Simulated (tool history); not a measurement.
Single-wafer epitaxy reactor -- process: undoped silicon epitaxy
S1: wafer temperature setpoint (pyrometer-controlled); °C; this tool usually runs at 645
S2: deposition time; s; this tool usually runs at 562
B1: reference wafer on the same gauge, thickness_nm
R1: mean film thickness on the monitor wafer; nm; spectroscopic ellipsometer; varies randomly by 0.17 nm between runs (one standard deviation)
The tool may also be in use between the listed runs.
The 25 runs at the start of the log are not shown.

| run | day | S1 | S2 | B1 | R1 |
|---|---|---|---|---|---|
|  | 26.417 | gauge calibrated |
| 26 | 27.608 | 645 | 629 | 87.130 | 89.667 |
| 27 | 28.771 | 645 | 562 | 87.198 | 79.473 |
| 28 | 29.525 | 658 | 659 | 87.209 | 119.751 |
| 29 | 30.204 | 632 | 639 | 87.170 | 70.079 |
| 30 | 30.738 | 645 | 562 | 87.068 | 79.577 |
| 31 | 32.179 | 640 | 562 | 87.129 | 72.040 |
| 32 | 32.804 | 632 | 646 | 87.091 | 70.823 |
| 33 | 33.312 | 645 | 562 | 87.025 | 79.499 |
| 34 | 34.612 | 635 | 562 | 87.088 | 65.169 |
| 35 | 35.625 | 653 | 630 | 87.084 | 104.148 |

The next listed run, before its measurement:
| 36 | 36.562 | 657 | 650 | ? | ? |

Run 36 came out at B1 87.071, R1 115.495 nm.
With no hidden state in the tool, this same run would have given R1 118.274 nm.

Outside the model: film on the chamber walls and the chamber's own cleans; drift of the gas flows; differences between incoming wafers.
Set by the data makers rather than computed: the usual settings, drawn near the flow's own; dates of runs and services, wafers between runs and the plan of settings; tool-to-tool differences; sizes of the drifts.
